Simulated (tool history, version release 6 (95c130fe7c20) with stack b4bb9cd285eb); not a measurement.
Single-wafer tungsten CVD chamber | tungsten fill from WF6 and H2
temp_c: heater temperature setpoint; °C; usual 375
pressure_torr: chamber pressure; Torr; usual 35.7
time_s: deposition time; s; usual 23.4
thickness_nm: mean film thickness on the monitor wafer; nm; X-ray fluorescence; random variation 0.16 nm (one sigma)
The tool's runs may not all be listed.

run,hour,temp_c,pressure_torr,time_s,"read-back reference wafer on the same gauge, thickness_nm",thickness_nm
1,0.0,364,39.5,23.4,48.440,40.953
2,27.4,364,39.5,23.4,48.473,41.264
3,54.7,364,39.5,23.4,48.546,41.232
4,74.5,380,35.7,20.3,48.555,45.246
5,179.0,375,35.7,20.6,48.790,42.217
6,197.0,375,35.7,23.4,48.758,48.141
7,217.3,375,35.7,23.4,48.794,48.010
8,238.8,375,35.7,23.4,48.846,47.993
9,274.4,375,35.7,23.4,48.866,48.133
10,302.7,375,35.7,21.3,48.925,43.698
11,338.5,375,35.7,21.3,48.970,43.994
12,369.8,375,35.7,23.4,48.992,48.172
13,388.8,375,35.7,23.4,49.053,48.510
14,413.9,389,40.8,20.5,49.136,58.280
15,428.6,375,35.7,23.4,47.928,47.101
16,462.5,363,40.9,19.2,47.991,33.384
17,487.6,375,35.7,23.4,48.060,47.377
18,516.2,365,40.7,27.8,48.105,50.373
19,534.7,375,35.7,21.0,48.143,42.490
20,564.5,375,41.3,20.9,48.190,46.118
21,595.2,383,38.3,20.5,48.233,49.974
22,629.2,375,41.3,25.9,48.297,57.219
23,650.4,382,27.4,23.4,48.324,45.864

Taken out of this log: 4 entries between the listed runs. Where each belongs, and how the hidden state differs across it:
Between runs 10 and 11: thermocouple changed; heater temperature recalibrated (hour 313.0)
  gauge reads high (%): 1.94 -> 2.06
  measured less the result without the state, thickness_nm: +0.832 -> +0.888 nm
Between runs 14 and 15: gauge calibrated (hour 424.0)
  gauge reads high (%): 2.31 -> -0.0879
  measured less the result without the state, thickness_nm: +1.315 -> -0.041 nm
Between runs 15 and 16: showerhead replaced (hour 448.7)
  gauge reads high (%): -0.0879 -> 0.0235
  measured less the result without the state, thickness_nm: -0.041 -> +0.008 nm
Between runs 17 and 18: capacitance manometer re-zeroed and calibrated (hour 508.8)
  gauge reads high (%): 0.106 -> 0.2
  measured less the result without the state, thickness_nm: +0.051 -> +0.101 nm
